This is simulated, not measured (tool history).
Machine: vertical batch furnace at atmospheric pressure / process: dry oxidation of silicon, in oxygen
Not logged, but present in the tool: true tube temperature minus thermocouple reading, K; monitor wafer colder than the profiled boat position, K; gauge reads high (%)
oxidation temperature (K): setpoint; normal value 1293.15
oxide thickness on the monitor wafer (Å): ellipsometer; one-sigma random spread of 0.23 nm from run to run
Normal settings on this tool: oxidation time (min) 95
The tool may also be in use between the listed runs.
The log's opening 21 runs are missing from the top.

run	hour	oxidation temperature (K)	oxidation time (min)	wafers since the last listed run	hours since the last temperature calibration	hours since the boat lift was adjusted	hours since the gauge calibration	read-back reference wafer on the same gauge, thickness	oxide thickness on the monitor wafer (Å)
22	386.6	1302.15	48	66	123.9	3542.9	316	82.34	599.3
# hour 389.7: gauge calibrated
23	408.3	1270.15	138	188	145.6	3564.6	18.6	82.28	900
# hour 446.5: boat lift adjusted
24	447	1293.15	95	127	184.3	0.5	57.3	82.35	865.1
25	452.4	1293.15	109	46	189.7	5.9	62.7	82.34	948.9
26	465.9	1293.15	63	117	203.2	19.4	76.2	82.32	660.3
27	480.3	1293.15	109	125	217.6	33.8	90.6	82.29	951.9
28	489.3	1311.15	130.5	78	226.6	42.8	99.6	82.33	1254.8
29	506.7	1293.15	118	151	244	60.2	117	82.29	1002.8
30	518.5	1293.15	95	102	255.8	72	128.8	82.34	865.1
31	527.1	1269.15	117.5	74	264.4	80.6	137.4	82.3	801.4
32	543.1	1303.15	127	139	280.4	96.6	153.4	82.29	1146.7
33	551.7	1285.15	95	74	289	105.2	162	82.27	807.4
34	573.9	1269.15	59.5	193	311.2	127.4	184.2	82.26	506.8

Predict each of these 4 candidate next runs independently; none follows another, all start after run 34:
A	579.4	1293.15	126.5	47	316.7	132.9	189.7	?	?
B	579.4	1300.15	120.5	47	316.7	132.9	189.7	?	?
C	579.4	1286.15	95	47	316.7	132.9	189.7	?	?
D	579.4	1310.15	71	47	316.7	132.9	189.7	?	?

run	read-back reference wafer on the same gauge, thickness	oxide thickness on the monitor wafer (Å)
A	82.31	1052.4
B	82.31	1082.8
C	82.31	814.1
D	82.31	831.4
Had the tool no hidden state, the same runs would have come out as:
run	oxide thickness on the monitor wafer (Å)
A	1034.8
B	1065.1
C	799.9
D	817.8
